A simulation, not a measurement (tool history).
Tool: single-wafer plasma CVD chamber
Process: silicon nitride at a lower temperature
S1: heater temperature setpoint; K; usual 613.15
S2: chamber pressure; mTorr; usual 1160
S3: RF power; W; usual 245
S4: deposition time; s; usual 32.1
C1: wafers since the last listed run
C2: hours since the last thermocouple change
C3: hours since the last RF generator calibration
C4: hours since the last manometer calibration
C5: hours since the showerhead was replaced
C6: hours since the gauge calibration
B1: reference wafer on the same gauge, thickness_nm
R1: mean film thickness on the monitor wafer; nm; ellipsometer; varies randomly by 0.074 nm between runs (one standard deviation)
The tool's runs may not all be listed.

run,day,S1,S2,S3,S4,C1,C2,C3,C4,C5,C6,B1,R1
1,0.000,620.15,1160,245,35.1,0,1506.4,1573.4,872.7,5322.5,17.1,27.315,30.295
2,0.475,620.15,1160,245,35.1,207,1517.8,1584.8,884.1,5333.9,28.5,27.303,30.273
3,0.883,613.15,1160,245,32.1,178,1527.6,1594.6,893.9,5343.7,38.3,27.323,27.705
4,1.346,613.15,1160,245,32.1,202,1538.7,1605.7,905.0,5354.8,49.4,27.292,27.613
5,1.779,613.15,1160,245,32.1,189,1549.1,1616.1,915.4,5365.2,59.8,27.302,27.733
6,2.421,613.15,1160,230,32.1,280,1564.5,1631.5,930.8,5380.6,75.2,27.318,26.545
7,2.858,613.15,1160,230,32.1,191,1575.0,1642.0,941.3,5391.1,85.7,27.309,26.514
8,3.579,613.15,1160,245,35.4,314,1592.3,1659.3,958.6,5408.4,103.0,27.289,30.482
9,4.233,613.15,1160,245,32.1,285,1608.0,1675.0,974.3,5424.1,118.7,27.263,27.661
# day 4.896: showerhead replaced
10,4.917,613.15,1080,245,32.1,152,1624.4,1691.4,990.7,0.5,135.1,27.299,27.223
11,5.362,598.15,1160,290,32.1,194,1635.1,1702.1,1001.4,11.2,145.8,27.313,31.011
# day 6.167: RF generator calibrated
12,6.188,613.15,1160,245,36.1,214,1654.9,0.5,1021.2,31.0,165.6,27.312,32.588
13,6.375,617.15,1380,290,28.0,81,1659.4,5.0,1025.7,35.5,170.1,27.270,28.952
14,7.012,606.15,880,245,38.4,278,1674.7,20.3,1041.0,50.8,185.4,27.292,32.982
15,7.675,598.15,1160,245,35.8,289,1690.6,36.2,1056.9,66.7,201.3,27.300,32.230
16,8.092,620.15,1160,205,32.1,182,1700.6,46.2,1066.9,76.7,211.3,27.290,25.508
17,8.404,613.15,980,245,29.9,136,1708.1,53.7,1074.4,84.2,218.8,27.261,25.961
# day 9.288: thermocouple changed; heater temperature recalibrated
18,9.308,608.15,870,245,32.1,249,0.5,75.4,1096.1,105.9,240.5,27.317,27.288
19,9.438,613.15,1160,245,32.1,56,3.6,78.5,1099.2,109.0,243.6,27.288,28.917
# day 9.833: capacitance manometer re-zeroed and calibrated
20,9.921,620.15,1160,205,32.1,65,15.2,90.1,2.1,120.6,255.2,27.249,25.523
21,10.204,599.15,1410,290,29.8,123,22.0,96.9,8.9,127.4,262.0,27.328,31.065
# day 10.412: gauge calibrated
22,10.750,609.15,1160,285,36.5,238,35.1,110.0,22.0,140.5,8.1,27.319,36.267
23,11.396,613.15,990,245,32.1,282,50.6,125.5,37.5,156.0,23.6,27.294,27.912
24,11.750,600.15,1440,285,32.1,154,59.1,134.0,46.0,164.5,32.1,27.335,33.093
25,12.404,613.15,1160,245,32.1,285,74.8,149.7,61.7,180.2,47.8,27.318,28.752
26,12.767,613.15,1410,260,36.7,158,83.5,158.4,70.4,188.9,56.5,27.313,35.407
27,13.496,613.15,1160,245,32.1,318,101.0,175.9,87.9,206.4,74.0,27.291,28.805
28,13.779,613.15,1160,245,35.5,123,107.8,182.7,94.7,213.2,80.8,27.295,31.648

Expected results for the next run?
29,14.242,613.15,1000,245,32.1,202,118.9,193.8,105.8,224.3,91.9,?,?

{"run 29": {"B1": 27.3, "R1": 27.942}}
Minus the tool's unlogged condition, the same run would have read R1 28.303 nm.
